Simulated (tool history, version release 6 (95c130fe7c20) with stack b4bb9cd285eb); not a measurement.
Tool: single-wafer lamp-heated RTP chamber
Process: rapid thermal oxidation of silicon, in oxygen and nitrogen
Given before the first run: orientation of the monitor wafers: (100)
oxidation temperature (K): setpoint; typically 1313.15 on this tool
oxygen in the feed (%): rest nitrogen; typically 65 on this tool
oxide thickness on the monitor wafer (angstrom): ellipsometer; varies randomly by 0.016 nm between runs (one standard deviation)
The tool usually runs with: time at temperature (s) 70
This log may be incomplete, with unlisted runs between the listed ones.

run,hour,oxidation temperature (K),time at temperature (s),oxygen in the feed (%),"read-back reference wafer on the same gauge, thickness",oxide thickness on the monitor wafer (angstrom)
1,0.0,1313.15,70,65,6.296,61.88
2,7.5,1313.15,70,65,6.298,61.96
3,16.7,1313.15,70,65,6.289,62.09
4,33.8,1313.15,70,65,6.300,62.10
5,40.9,1313.15,70,65,6.292,62.23
6,58.3,1313.15,82,65,6.304,66.56
7,72.0,1313.15,82,65,6.308,66.80
8,88.8,1313.15,70,65,6.296,62.31
9,106.8,1313.15,70,65,6.304,62.26
10,113.1,1304.15,70,65,6.303,58.49
11,124.5,1304.15,70,65,6.296,58.42
12,142.2,1323.15,70,65,6.303,66.79
13,159.7,1323.15,70,65,6.301,66.69
14,169.8,1323.15,70,65,6.296,66.67
15,176.2,1313.15,70,65,6.306,62.46
16,187.1,1313.15,70,65,6.294,62.10
17,196.0,1323.15,43,65,6.300,53.83
18,206.0,1342.15,70,65,6.302,75.62
19,213.8,1291.15,52,91,6.307,52.59
20,227.3,1324.15,85,53,6.299,68.11
21,237.3,1313.15,70,65,6.303,62.52
22,254.9,1313.15,70,65,6.299,62.23
# hour 271.7: oxygen flow controller replaced
23,272.2,1313.15,81,80,6.301,71.56
24,273.6,1295.15,95,36,6.303,51.05
# hour 282.3: gauge calibrated
25,288.3,1296.15,98,77,6.302,68.58
26,295.5,1304.15,44,48,6.304,43.26

What will run 27 give?
27,313.3,1313.15,70,65,?,?

Run 27 yielded read-back reference wafer on the same gauge, thickness 6.300, oxide thickness on the monitor wafer (angstrom) 62.42.
With the hidden condition absent and the run-to-run variation left alone, this run would have shown oxide thickness on the monitor wafer (angstrom) 61.05.
